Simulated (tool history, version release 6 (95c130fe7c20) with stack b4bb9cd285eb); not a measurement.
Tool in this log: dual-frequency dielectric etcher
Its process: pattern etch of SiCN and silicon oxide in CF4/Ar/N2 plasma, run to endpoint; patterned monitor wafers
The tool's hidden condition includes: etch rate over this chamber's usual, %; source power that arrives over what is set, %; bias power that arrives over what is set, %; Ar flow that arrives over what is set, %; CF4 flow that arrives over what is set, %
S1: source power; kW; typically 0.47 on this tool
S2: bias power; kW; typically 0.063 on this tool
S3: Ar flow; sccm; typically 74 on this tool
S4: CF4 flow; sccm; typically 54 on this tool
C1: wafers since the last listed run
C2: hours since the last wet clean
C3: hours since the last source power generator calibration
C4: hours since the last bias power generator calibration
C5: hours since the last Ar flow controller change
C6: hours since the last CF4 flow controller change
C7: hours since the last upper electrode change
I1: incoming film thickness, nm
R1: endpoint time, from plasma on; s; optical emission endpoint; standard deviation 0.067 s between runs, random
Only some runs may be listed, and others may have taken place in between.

| run | hour | S1 | S2 | S3 | S4 | C1 | C2 | C3 | C4 | C5 | C6 | C7 | I1 | R1 |
|---|---|---|---|---|---|---|---|---|---|---|---|---|---|---|
| 1 | 0 | 0.4 | 0.063 | 69 | 54 | 0 | 454.1 | 2451 | 3792 | 458.6 | 26.8 | 406.1 | 16.22 | 20.2 |
|  | 10.3 | bias power generator calibrated |
|  | 68.1 | wet clean of the chamber |
| 2 | 68.6 | 0.47 | 0.063 | 74 | 58 | 773 | 0.5 | 2519.6 | 58.3 | 527.2 | 95.4 | 474.7 | 16.22 | 17 |
| 3 | 129.5 | 0.47 | 0.063 | 66 | 60 | 1160 | 61.4 | 2580.5 | 119.2 | 588.1 | 156.3 | 535.6 | 16.14 | 16.8 |
| 4 | 179.8 | 0.43 | 0.07 | 63 | 67 | 958 | 111.7 | 2630.8 | 169.5 | 638.4 | 206.6 | 585.9 | 16.21 | 17.4 |
| 5 | 244 | 0.47 | 0.05 | 74 | 57 | 1222 | 175.9 | 2695 | 233.7 | 702.6 | 270.8 | 650.1 | 16.24 | 18.5 |
| 6 | 304 | 0.47 | 0.063 | 74 | 54 | 1142 | 235.9 | 2755 | 293.7 | 762.6 | 330.8 | 710.1 | 16.24 | 17.3 |
| 7 | 347.7 | 0.47 | 0.063 | 74 | 54 | 832 | 279.6 | 2798.7 | 337.4 | 806.3 | 374.5 | 753.8 | 16.3 | 17.4 |
| 8 | 400.6 | 0.44 | 0.063 | 68 | 66 | 1007 | 332.5 | 2851.6 | 390.3 | 859.2 | 427.4 | 806.7 | 16.28 | 17.9 |
| 9 | 444 | 0.47 | 0.063 | 74 | 54 | 826 | 375.9 | 2895 | 433.7 | 902.6 | 470.8 | 850.1 | 16.04 | 17.3 |
|  | 461.7 | source power generator calibrated |
| 10 | 497.5 | 0.47 | 0.063 | 74 | 54 | 942 | 429.4 | 35.8 | 487.2 | 956.1 | 524.3 | 903.6 | 16.22 | 17.4 |
|  | 539 | wet clean of the chamber |
| 11 | 539.5 | 0.39 | 0.076 | 74 | 50 | 342 | 0.5 | 77.8 | 529.2 | 998.1 | 566.3 | 945.6 | 16.13 | 19.7 |
| 12 | 574.1 | 0.47 | 0.063 | 74 | 54 | 659 | 35.1 | 112.4 | 563.8 | 1032.7 | 600.9 | 980.2 | 16.16 | 17.3 |
| 13 | 601.7 | 0.4 | 0.063 | 59 | 65 | 525 | 62.7 | 140 | 591.4 | 1060.3 | 628.5 | 1007.8 | 16.06 | 19.1 |

What does the tool deliver on the next run?
| 14 | 634.9 | 0.47 | 0.063 | 74 | 67 | 632 | 95.9 | 173.2 | 624.6 | 1093.5 | 661.7 | 1041 | 16.16 | ? |

R1: 16.9 s
Take away the tool's hidden state, keep the run-to-run variation as it was, and the same run would have given R1 16.9 s.

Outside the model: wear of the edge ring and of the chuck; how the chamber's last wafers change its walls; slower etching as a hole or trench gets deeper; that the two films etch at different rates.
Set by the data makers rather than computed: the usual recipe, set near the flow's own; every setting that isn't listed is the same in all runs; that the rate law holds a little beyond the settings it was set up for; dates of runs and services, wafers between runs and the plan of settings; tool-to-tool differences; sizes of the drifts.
